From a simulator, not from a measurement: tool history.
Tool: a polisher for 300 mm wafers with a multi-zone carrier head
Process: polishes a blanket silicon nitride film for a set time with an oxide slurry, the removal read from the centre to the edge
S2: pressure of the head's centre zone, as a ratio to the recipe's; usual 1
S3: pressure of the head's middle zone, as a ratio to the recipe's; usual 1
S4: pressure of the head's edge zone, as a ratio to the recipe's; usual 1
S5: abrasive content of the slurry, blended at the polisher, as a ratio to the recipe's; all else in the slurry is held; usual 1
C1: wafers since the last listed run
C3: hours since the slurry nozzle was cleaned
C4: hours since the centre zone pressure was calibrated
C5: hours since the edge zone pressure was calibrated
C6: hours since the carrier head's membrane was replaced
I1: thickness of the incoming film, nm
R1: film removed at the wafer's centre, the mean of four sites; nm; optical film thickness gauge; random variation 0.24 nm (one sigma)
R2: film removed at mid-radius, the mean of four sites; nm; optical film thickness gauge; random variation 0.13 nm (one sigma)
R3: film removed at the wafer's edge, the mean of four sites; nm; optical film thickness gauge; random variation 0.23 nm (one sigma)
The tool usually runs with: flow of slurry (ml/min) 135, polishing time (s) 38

Run 1, hour 0: usual settings but S2 0.93, S5 0.85; C1 0; wafers polished on this pad 683; C3 755.3; C4 777.7; C5 915.6; C6 1612.9; I1 339.6. Result: R1 12.2 nm, R2 15.7 nm, R3 16.8 nm.
At hour 4.9: worn pad replaced by a new one.
At hour 20.8: carrier head's membrane replaced by a new one.
Run 2, hour 21.3: usual settings; C1 126; wafers polished on this pad 117; C3 776.6; C4 799; C5 936.9; C6 0.5; I1 338.5. Result: R1 13.6 nm, R2 16.7 nm, R3 17.9 nm.
Run 3, hour 25.4: usual settings; C1 42; wafers polished on this pad 159; C3 780.7; C4 803.1; C5 941; C6 4.6; I1 338.3. Result: R1 13.4 nm, R2 16.7 nm, R3 17.9 nm.
Run 4, hour 39: usual settings; C1 139; wafers polished on this pad 298; C3 794.3; C4 816.7; C5 954.6; C6 18.2; I1 336.7. Result: R1 13.6 nm, R2 16.5 nm, R3 18 nm.
Run 5, hour 45.8: usual settings; C1 69; wafers polished on this pad 368; C3 801.1; C4 823.5; C5 961.4; C6 25; I1 338.6. Result: R1 13.8 nm, R2 16.5 nm, R3 17.8 nm.
Run 6, hour 55.9: usual settings but polishing time (s) 44; C1 103; wafers polished on this pad 472; C3 811.2; C4 833.6; C5 971.5; C6 35.1; I1 335.1. Result: R1 16.1 nm, R2 19.1 nm, R3 20.1 nm.
Run 7, hour 63.8: usual settings but polishing time (s) 44; C1 81; wafers polished on this pad 553; C3 819.1; C4 841.5; C5 979.4; C6 43; I1 344. Result: R1 15.5 nm, R2 19.2 nm, R3 20.3 nm.
Run 8, hour 70.6: usual settings but S5 1.2; C1 69; wafers polished on this pad 623; C3 825.9; C4 848.3; C5 986.2; C6 49.8; I1 337.9. Result: R1 14.3 nm, R2 18 nm, R3 19 nm.
At hour 78.4: worn pad replaced by a new one.
Run 9, hour 82.2: usual settings but flow of slurry (ml/min) 105, S2 1.04, S3 1.04; C1 77; wafers polished on this pad 39; C3 837.5; C4 859.9; C5 997.8; C6 61.4; I1 335.5. Result: R1 12.3 nm, R2 15.3 nm, R3 16.3 nm.
Run 10, hour 99.4: usual settings but flow of slurry (ml/min) 100, S3 0.96, S5 0.8; C1 176; wafers polished on this pad 215; C3 854.7; C4 877.1; C5 1015; C6 78.6; I1 338.8. Result: R1 10.1 nm, R2 12.5 nm, R3 14.5 nm.
Run 11, hour 115.8: usual settings but S4 1.11; C1 168; wafers polished on this pad 384; C3 871.1; C4 893.5; C5 1031.4; C6 95; I1 335.6. Result: R1 13.4 nm, R2 16.4 nm, R3 18.8 nm.
At hour 126.2: slurry nozzle cleaned.
Run 12, hour 132.9: usual settings but S2 0.93, S5 0.85; C1 165; wafers polished on this pad 549; C3 6.7; C4 910.6; C5 1048.5; C6 112.1; I1 335.3. Result: R1 14.1 nm, R2 18.1 nm, R3 18.9 nm.
Run 13, hour 140.2: usual settings; C1 74; wafers polished on this pad 624; C3 14; C4 917.9; C5 1055.8; C6 119.4; I1 338. Result: R1 16 nm, R2 19.4 nm, R3 19.6 nm.
At hour 152.1: worn pad replaced by a new one.
Run 14, hour 152.6: usual settings but flow of slurry (ml/min) 155, S3 0.88, S4 0.96, S5 1.15; C1 86; wafers polished on this pad 5; C3 26.4; C4 930.3; C5 1068.2; C6 131.8; I1 341.7. Result: R1 17.6 nm, R2 19 nm, R3 21.2 nm.
Run 15, hour 159.9: usual settings; C1 74; wafers polished on this pad 80; C3 33.7; C4 937.6; C5 1075.5; C6 139.1; I1 340.3. Result: R1 15.8 nm, R2 19.4 nm, R3 19.4 nm.
At hour 165.2: edge zone pressure recalibrated.
At hour 170: centre zone pressure recalibrated.
Run 16, hour 170.3: usual settings but S2 0.88, S3 0.96, S4 1.07; C1 65; wafers polished on this pad 145; C3 44.1; C4 0.3; C5 5.1; C6 149.5; I1 339.9. Result: R1 15.8 nm, R2 18.9 nm, R3 20.2 nm.
Run 17, hour 181.4: usual settings but S2 1.07, polishing time (s) 34; C1 113; wafers polished on this pad 259; C3 55.2; C4 11.4; C5 16.2; C6 160.6; I1 335.3. Result: R1 17.4 nm, R2 17.2 nm, R3 17.3 nm.
Run 18, hour 188.2: usual settings but polishing time (s) 48; C1 69; wafers polished on this pad 329; C3 62; C4 18.2; C5 23; C6 167.4; I1 343.8. Result: R1 22.1 nm, R2 24.3 nm, R3 24.5 nm.
Run 19, hour 201: usual settings but flow of slurry (ml/min) 155, S2 1.11, S3 1.04, polishing time (s) 25; C1 131; wafers polished on this pad 460; C3 74.8; C4 31; C5 35.8; C6 180.2; I1 337.6. Result: R1 13.4 nm, R2 13.3 nm, R3 13.1 nm.
Run 20, hour 210.2: usual settings but S3 1.1, S4 0.88, polishing time (s) 28; C1 94; wafers polished on this pad 555; C3 84; C4 40.2; C5 45; C6 189.4; I1 341.4. Result: R1 13 nm, R2 15.1 nm, R3 13.5 nm.
At hour 223.1: worn pad replaced by a new one.
Run 21, hour 225.1: usual settings but S2 1.07, polishing time (s) 34; C1 111; wafers polished on this pad 20; C3 98.9; C4 55.1; C5 59.9; C6 204.3; I1 345.4. Result: R1 16.7 nm, R2 16.8 nm, R3 16.9 nm.
Run 22, hour 238: usual settings but S4 1.04; C1 132; wafers polished on this pad 153; C3 111.8; C4 68; C5 72.8; C6 217.2; I1 338.9. Result: R1 17.7 nm, R2 19 nm, R3 19.5 nm.
Run 23, hour 251: usual settings but flow of slurry (ml/min) 90, S5 1.2, polishing time (s) 45; C1 133; wafers polished on this pad 286; C3 124.8; C4 81; C5 85.8; C6 230.2; I1 342.7. Result: R1 18.7 nm, R2 20.7 nm, R3 22.4 nm.

What would each run have given without the hidden state, its run-to-run variation left as it was?
Hidden state present: removal rate lost through wear of the pad, %; slurry flow missing at the pad, %; deviation of the centre zone's pressure from its setpoint, %; deviation of the edge zone's pressure from its setpoint, %.
run    R1    R2    R3
  1  16.4  18.4  18.7
  2  18.4  19.7    20
  3  18.1  19.6    20
  4  18.4  19.5  20.1
  5  18.7  19.5  19.9
  6  21.9  22.5  22.5
  7  21.2  22.7  22.7
  8  19.5  21.2  21.3
  9    18    19  18.7
 10  15.1  15.7  16.8
 11  18.5  19.4  21.1
 12  16.1  18.1  18.9
 13  18.3  19.5  19.7
 14  20.3  19.2  21.3
 15  18.3  19.6  19.5
 16  15.9  19.1  20.4
 17  17.7  17.5  17.5
 18  22.5  24.8  24.9
 19  13.7  13.6  13.3
 20  13.4  15.6  13.8
 21  17.4  17.4  17.3
 22  18.5  19.7    20
 23  20.2    22  23.3

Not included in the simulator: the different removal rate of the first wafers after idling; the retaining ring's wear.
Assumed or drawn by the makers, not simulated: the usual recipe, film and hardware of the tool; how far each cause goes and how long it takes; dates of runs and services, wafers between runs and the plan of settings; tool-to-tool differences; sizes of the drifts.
